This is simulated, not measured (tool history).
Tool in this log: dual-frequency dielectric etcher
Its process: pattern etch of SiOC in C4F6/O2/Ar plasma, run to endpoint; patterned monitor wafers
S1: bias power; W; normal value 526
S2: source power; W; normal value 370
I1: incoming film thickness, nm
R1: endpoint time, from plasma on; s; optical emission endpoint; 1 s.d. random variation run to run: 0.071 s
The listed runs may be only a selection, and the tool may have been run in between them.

run    hour   S1   S2     I1    R1
  1     0.0  526  310  41.43  13.8
  2    70.5  526  310  40.75  13.6
  3   124.0  526  310  40.92  13.8
  4   193.7  526  370  41.01  13.3
      263.8  -- wet clean of the chamber
  5   264.3  526  370  41.45  13.6
  6   291.8  526  370  40.47  13.3
  7   320.9  526  400  40.88  13.2
  8   358.4  526  400  40.87  13.3
      404.8  -- bias power generator calibrated
  9   407.7  526  400  41.31  13.4
 10   463.4  435  370  41.50  15.2
      527.6  -- wet clean of the chamber, repeated, since the last time left the tool worse
 11   528.1  435  370  41.40  14.3
 12   582.4  444  430  41.29  13.7
 13   635.5  444  430  41.38  13.7
 14   662.5  526  350  41.05  13.3
 15   709.8  643  370  41.37  12.0
      752.5  -- source power generator calibrated
 16   778.9  425  300  41.05  15.6
      820.3  -- upper electrode replaced
 17   823.5  653  370  41.28  12.1
      887.1  -- wet clean of the chamber
 18   887.6  476  310  41.08  14.2
 19   926.0  526  370  41.42  13.1
 20   951.8  526  370  41.25  13.1
 21   997.2  419  320  40.88  15.1
 22  1029.6  471  310  41.29  14.5
 23  1055.1  526  320  41.49  13.8
 24  1094.1  526  370  41.08  13.1
 25  1137.2  579  430  41.28  12.1
 26  1193.1  592  430  41.03  11.9
     1237.6  -- wet clean of the chamber
 27  1240.3  629  340  41.24  12.3
 28  1265.7  626  450  41.15  11.3
 29  1293.4  418  400  41.41  14.4

Selected run-to-run steps in R1, each split into two signed amounts: the part the tool would show with no hidden state at all (from settings, incoming material and random variation), and the remainder, which goes to the hidden state together with any gauge scatter not common to the measured and the hidden-state-free results:
Unlogged tool condition in this case: etch rate over this chamber's usual, %; bias power that arrives over what is set, %; source power that arrives over what is set, %.
Run 10 -> 11: wet clean of the chamber, repeated, since the last time left the tool worse. R1 -0.9 s: hidden state -0.9, all else +0.0.
Run 15 -> 16: S1 643 -> 425, S2 370 -> 300, source power generator calibrated. R1 +3.6 s: hidden state +0.2, all else +3.4.
Run 16 -> 17: S1 425 -> 653, S2 300 -> 370, upper electrode replaced. R1 -3.5 s: hidden state +0.0, all else -3.5.
Run 17 -> 18: S1 653 -> 476, S2 370 -> 310, wet clean of the chamber. R1 +2.1 s: hidden state -0.4, all else +2.5.
